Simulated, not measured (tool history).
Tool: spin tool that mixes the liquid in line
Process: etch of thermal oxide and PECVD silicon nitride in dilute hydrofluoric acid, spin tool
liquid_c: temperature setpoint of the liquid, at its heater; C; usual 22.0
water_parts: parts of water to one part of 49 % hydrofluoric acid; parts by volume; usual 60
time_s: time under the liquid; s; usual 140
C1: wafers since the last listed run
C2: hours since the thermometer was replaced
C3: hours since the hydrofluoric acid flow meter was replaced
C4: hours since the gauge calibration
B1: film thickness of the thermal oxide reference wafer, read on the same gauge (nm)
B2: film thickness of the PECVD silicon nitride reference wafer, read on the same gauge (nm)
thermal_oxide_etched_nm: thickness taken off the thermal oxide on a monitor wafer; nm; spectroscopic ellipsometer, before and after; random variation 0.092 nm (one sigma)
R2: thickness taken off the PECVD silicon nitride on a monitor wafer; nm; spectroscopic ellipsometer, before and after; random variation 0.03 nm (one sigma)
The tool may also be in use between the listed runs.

run 1 hour=0.0 | liquid_c=23.0 water_parts=60 time_s=140 | C1=0 C2=1220.3 C3=711.4 C4=3761.7 | B1=140.03 B2=30.02 | thermal_oxide_etched_nm=11.03 R2=7.32
run 2 hour=40.3 | liquid_c=23.0 water_parts=60 time_s=140 | C1=381 C2=1260.6 C3=751.7 C4=3802.0 | B1=139.98 B2=30.00 | thermal_oxide_etched_nm=11.03 R2=7.34
run 3 hour=86.5 | liquid_c=22.0 water_parts=60 time_s=140 | C1=437 C2=1306.8 C3=797.9 C4=3848.2 | B1=139.97 B2=29.97 | thermal_oxide_etched_nm=10.72 R2=6.86
run 4 hour=126.5 | liquid_c=22.0 water_parts=60 time_s=140 | C1=378 C2=1346.8 C3=837.9 C4=3888.2 | B1=139.94 B2=30.00 | thermal_oxide_etched_nm=10.89 R2=6.94
run 5 hour=196.8 | liquid_c=22.0 water_parts=60 time_s=140 | C1=665 C2=1417.1 C3=908.2 C4=3958.5 | B1=139.95 B2=30.00 | thermal_oxide_etched_nm=10.87 R2=6.91
run 6 hour=239.6 | liquid_c=25.0 water_parts=40 time_s=140 | C1=405 C2=1459.9 C3=951.0 C4=4001.3 | B1=140.00 B2=30.02 | thermal_oxide_etched_nm=18.94 R2=12.57
-- hour=304.4 gauge calibrated
run 7 hour=332.0 | liquid_c=17.5 water_parts=45 time_s=70 | C1=875 C2=1552.3 C3=1043.4 C4=27.6 | B1=139.96 B2=29.97 | thermal_oxide_etched_nm=6.13 R2=3.37
run 8 hour=384.0 | liquid_c=20.5 water_parts=80 time_s=85 | C1=492 C2=1604.3 C3=1095.4 C4=79.6 | B1=139.95 B2=30.01 | thermal_oxide_etched_nm=4.57 R2=2.86
run 9 hour=425.1 | liquid_c=24.5 water_parts=40 time_s=140 | C1=389 C2=1645.4 C3=1136.5 C4=120.7 | B1=139.98 B2=29.99 | thermal_oxide_etched_nm=18.56 R2=12.24
run 10 hour=510.4 | liquid_c=22.0 water_parts=80 time_s=180 | C1=807 C2=1730.7 C3=1221.8 C4=206.0 | B1=139.97 B2=29.99 | thermal_oxide_etched_nm=10.28 R2=6.76
run 11 hour=596.6 | liquid_c=22.0 water_parts=35 time_s=140 | C1=816 C2=1816.9 C3=1308.0 C4=292.2 | B1=140.02 B2=29.99 | thermal_oxide_etched_nm=19.52 R2=11.80
run 12 hour=670.4 | liquid_c=22.0 water_parts=60 time_s=140 | C1=699 C2=1890.7 C3=1381.8 C4=366.0 | B1=140.01 B2=30.02 | thermal_oxide_etched_nm=11.01 R2=7.02
run 13 hour=765.3 | liquid_c=20.5 water_parts=30 time_s=140 | C1=898 C2=1985.6 C3=1476.7 C4=460.9 | B1=139.99 B2=30.00 | thermal_oxide_etched_nm=21.22 R2=12.44
run 14 hour=871.7 | liquid_c=22.0 water_parts=80 time_s=95 | C1=1007 C2=2092.0 C3=1583.1 C4=567.3 | B1=140.00 B2=29.96 | thermal_oxide_etched_nm=5.48 R2=3.60
run 15 hour=952.9 | liquid_c=22.0 water_parts=60 time_s=140 | C1=769 C2=2173.2 C3=1664.3 C4=648.5 | B1=140.05 B2=30.00 | thermal_oxide_etched_nm=10.91 R2=7.07
run 16 hour=1047.3 | liquid_c=22.0 water_parts=60 time_s=140 | C1=894 C2=2267.6 C3=1758.7 C4=742.9 | B1=140.01 B2=30.00 | thermal_oxide_etched_nm=10.83 R2=7.07
-- hour=1081.0 thermometer replaced
run 17 hour=1087.5 | liquid_c=22.0 water_parts=45 time_s=185 | C1=371 C2=6.5 C3=1798.9 C4=783.1 | B1=139.99 B2=30.01 | thermal_oxide_etched_nm=18.64 R2=11.28
run 18 hour=1129.3 | liquid_c=25.0 water_parts=60 time_s=105 | C1=395 C2=48.3 C3=1840.7 C4=824.9 | B1=140.01 B2=30.01 | thermal_oxide_etched_nm=8.94 R2=5.94
run 19 hour=1201.6 | liquid_c=25.0 water_parts=50 time_s=140 | C1=684 C2=120.6 C3=1913.0 C4=897.2 | B1=140.02 B2=29.98 | thermal_oxide_etched_nm=14.36 R2=9.51
-- hour=1237.7 hydrofluoric acid flow meter replaced
run 20 hour=1256.8 | liquid_c=26.0 water_parts=70 time_s=95 | C1=513 C2=175.8 C3=19.1 C4=952.4 | B1=139.99 B2=29.95 | thermal_oxide_etched_nm=7.02 R2=4.93
run 21 hour=1300.9 | liquid_c=26.5 water_parts=40 time_s=140 | C1=417 C2=219.9 C3=63.2 C4=996.5 | B1=140.00 B2=30.00 | thermal_oxide_etched_nm=19.24 R2=13.01
run 22 hour=1606.9 | liquid_c=26.5 water_parts=35 time_s=115 | C1=2898 C2=525.9 C3=369.2 C4=1302.5 | B1=140.05 B2=29.96 | thermal_oxide_etched_nm=18.54 R2=12.45
run 23 hour=1657.7 | liquid_c=24.0 water_parts=60 time_s=140 | C1=481 C2=576.7 C3=420.0 C4=1353.3 | B1=140.01 B2=30.00 | thermal_oxide_etched_nm=11.49 R2=7.56
run 24 hour=1709.8 | liquid_c=26.5 water_parts=75 time_s=80 | C1=493 C2=628.8 C3=472.1 C4=1405.4 | B1=139.98 B2=30.02 | thermal_oxide_etched_nm=5.64 R2=4.09
run 25 hour=1768.0 | liquid_c=26.0 water_parts=80 time_s=95 | C1=551 C2=687.0 C3=530.3 C4=1463.6 | B1=140.01 B2=30.02 | thermal_oxide_etched_nm=6.16 R2=4.43
run 26 hour=1813.9 | liquid_c=18.0 water_parts=45 time_s=215 | C1=434 C2=732.9 C3=576.2 C4=1509.5 | B1=139.99 B2=29.96 | thermal_oxide_etched_nm=18.77 R2=10.25
run 27 hour=1900.6 | liquid_c=22.0 water_parts=60 time_s=140 | C1=821 C2=819.6 C3=662.9 C4=1596.2 | B1=140.02 B2=29.99 | thermal_oxide_etched_nm=10.65 R2=6.67

The tool's hidden state at each run:
hydrofluoric acid flow above the setpoint (%): 0 in every run
gauge reads high (%): 0 in every run
H1: liquid hotter than its thermometer reads (K)
run=1 H1=0.879
run=2 H1=0.903
run=3 H1=0.93
run=4 H1=0.954
run=5 H1=0.995
run=6 H1=1.02
run=7 H1=1.08
run=8 H1=1.11
run=9 H1=1.13
run=10 H1=1.18
run=11 H1=1.23
run=12 H1=1.28
run=13 H1=1.33
run=14 H1=1.4
run=15 H1=1.44
run=16 H1=1.5
run=17 H1=0.0688
run=18 H1=0.0936
run=19 H1=0.136
run=20 H1=0.169
run=21 H1=0.195
run=22 H1=0.377
run=23 H1=0.407
run=24 H1=0.438
run=25 H1=0.472
run=26 H1=0.5
run=27 H1=0.551
